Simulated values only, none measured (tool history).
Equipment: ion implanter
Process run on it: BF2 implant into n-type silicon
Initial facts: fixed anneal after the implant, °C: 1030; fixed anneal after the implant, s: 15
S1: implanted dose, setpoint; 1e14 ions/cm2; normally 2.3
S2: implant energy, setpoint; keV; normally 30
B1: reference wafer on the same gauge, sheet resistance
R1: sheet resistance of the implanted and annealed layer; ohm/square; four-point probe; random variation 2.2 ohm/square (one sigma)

run    hour    S1    S2      B1      R1
  1       0  2.08    30  421.55  496.45
  2    96.6  2.08    30  420.61  490.63
  3   203.9  2.08    30  420.97  493.21
  4     295   2.3    30  420.61  454.02
  5   342.4   2.3    30  420.88  455.18
  6   441.9   2.3    30  421.16  454.14
  7   498.3   2.3    30  421.15  454.45
  8   551.6   2.3    30  421.09  454.69
      601.2  -- gauge calibrated
  9   616.6   2.3    30  420.76  450.29
 10   682.7   2.3    30  420.61  453.64
 11   723.1   2.3    30  421.12  453.63
 12   995.5  2.68    30   421.7   397.7
 13    1035  2.86    30  421.22  377.18
 14  1083.3   2.3    30  421.04  455.11
 15  1133.8  1.83  34.5  421.09   538.8
 16  1176.9   2.8    40  421.47  372.84
     1227.1  -- extraction supply calibrated
 17  1269.9  1.82    30  421.04  549.76
 18    1372   2.3  20.5  420.92  470.35
 19  1474.3   2.3    30  420.73  456.14
     1523.9  -- Faraday cup replaced and dose calibrated
 20  1579.9  1.79  39.5  420.86  552.43
 21  1643.3  2.53  37.5   420.6  419.65
 22  1731.1  2.66  24.5  420.37  413.46

What does the tool deliver on the next run?
     1791.1  -- gauge calibrated
 23  1815.8  2.3  30   ?   ?

B1: 420.67
R1: 461.59 ohm/square
Without the tool's hidden state the same run would have given R1 465.11 ohm/square.

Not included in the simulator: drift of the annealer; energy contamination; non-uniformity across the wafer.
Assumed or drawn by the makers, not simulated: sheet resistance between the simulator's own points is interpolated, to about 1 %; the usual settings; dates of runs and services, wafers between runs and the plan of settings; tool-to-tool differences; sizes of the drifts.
